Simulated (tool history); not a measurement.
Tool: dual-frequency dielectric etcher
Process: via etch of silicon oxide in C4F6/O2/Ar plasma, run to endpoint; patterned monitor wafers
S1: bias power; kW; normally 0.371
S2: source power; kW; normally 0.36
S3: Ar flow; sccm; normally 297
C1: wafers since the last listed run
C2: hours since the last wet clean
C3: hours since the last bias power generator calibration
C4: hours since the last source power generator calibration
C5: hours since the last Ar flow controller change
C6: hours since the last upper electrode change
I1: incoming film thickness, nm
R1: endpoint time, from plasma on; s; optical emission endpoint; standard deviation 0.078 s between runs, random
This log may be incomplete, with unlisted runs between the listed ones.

run,hour,S1,S2,S3,C1,C2,C3,C4,C5,C6,I1,R1
1,0,0.371,0.4,297,0,335.8,3290.2,4210.1,3252.7,2003.5,97.9,25.8
2,17.9,0.371,0.4,297,174,353.7,3308.1,4228,3270.6,2021.4,97.9,25.9
3,26.6,0.371,0.4,297,84,362.4,3316.8,4236.7,3279.3,2030.1,98.1,25.8
4,33.1,0.371,0.36,297,63,368.9,3323.3,4243.2,3285.8,2036.6,98.1,26.6
5,46.9,0.371,0.36,297,134,382.7,3337.1,4257,3299.6,2050.4,98,26.9
# hour 79.9: wet clean of the chamber
6,80.4,0.371,0.36,297,92,0.5,3370.6,4290.5,3333.1,2083.9,98.5,26.2
7,80.8,0.371,0.36,297,3,0.9,3371,4290.9,3333.5,2084.3,98.6,26
8,81.1,0.371,0.36,331,2,1.2,3371.3,4291.2,3333.8,2084.6,97.7,26.1
9,94.3,0.371,0.36,331,128,14.4,3384.5,4304.4,3347,2097.8,98,26.1
10,102.4,0.371,0.36,359,78,22.5,3392.6,4312.5,3355.1,2105.9,97.6,26.4
11,110.8,0.371,0.36,297,81,30.9,3401,4320.9,3363.5,2114.3,97.8,25.7
# hour 119.7: bias power generator calibrated
# hour 132: source power generator calibrated
12,155.6,0.416,0.36,297,358,75.7,35.9,23.6,3408.3,2159.1,98,24.5
# hour 170: Ar flow controller replaced
# hour 185.7: upper electrode replaced
13,186.2,0.442,0.29,358,86,106.3,66.5,54.2,16.2,0.5,98.2,25.9
14,186.5,0.371,0.36,297,2,106.6,66.8,54.5,16.5,0.8,97.5,26.1
15,197.2,0.371,0.36,297,104,117.3,77.5,65.2,27.2,11.5,98.3,26.3
16,214,0.371,0.36,331,163,134.1,94.3,82,44,28.3,98.7,26.6
17,225.9,0.438,0.36,361,115,146,106.2,93.9,55.9,40.2,99.7,24.8
18,235.3,0.371,0.41,297,91,155.4,115.6,103.3,65.3,49.6,97.8,25.1
19,246.1,0.343,0.36,235,105,166.2,126.4,114.1,76.1,60.4,99.2,27.1

Exercise: give the hidden state of the tool at every run:
bias power that arrives over what is set, %: 0 in every run
source power that arrives over what is set, %: 0 in every run
Ar flow that arrives over what is set, %: 0 in every run
H1: etch rate over this chamber's usual, %
run,H1
1,-2.69
2,-2.83
3,-2.89
4,-2.94
5,-3.05
6,0.159
7,0.156
8,0.153
9,0.0516
10,-0.0108
11,-0.0755
12,-0.421
13,-0.656
14,-0.659
15,-0.741
16,-0.87
17,-0.962
18,-1.03
19,-1.12
